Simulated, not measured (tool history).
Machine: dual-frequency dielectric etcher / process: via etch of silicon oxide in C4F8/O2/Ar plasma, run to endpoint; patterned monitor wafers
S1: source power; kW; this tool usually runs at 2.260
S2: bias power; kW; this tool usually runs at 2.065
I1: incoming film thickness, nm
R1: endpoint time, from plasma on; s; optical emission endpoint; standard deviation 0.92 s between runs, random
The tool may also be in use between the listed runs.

| run | hour | S1 | S2 | I1 | R1 |
|---|---|---|---|---|---|
| 1 | 0.0 | 2.260 | 2.065 | 1090.3 | 187.5 |
| 2 | 16.4 | 2.260 | 2.065 | 1093.4 | 185.9 |
| 3 | 42.9 | 2.260 | 2.065 | 1079.2 | 182.9 |
| 4 | 69.8 | 2.260 | 2.065 | 1067.9 | 182.3 |
| 5 | 95.3 | 2.260 | 2.065 | 1079.6 | 185.4 |
| 6 | 111.6 | 2.260 | 2.065 | 1083.7 | 188.2 |
| 7 | 125.1 | 2.260 | 2.065 | 1075.7 | 184.4 |
|  | 150.7 | wet clean of the chamber |
|  | 161.8 | upper electrode replaced |
| 8 | 162.3 | 1.770 | 2.507 | 1089.4 | 198.5 |

For run 9, what comes out?
| 9 | 162.7 | 2.730 | 2.245 | 1077.3 | ? |

Run 9 gave R1 166.2 s.
If the tool had no hidden condition, the same run with the same run-to-run variation would have returned R1 166.2 s.
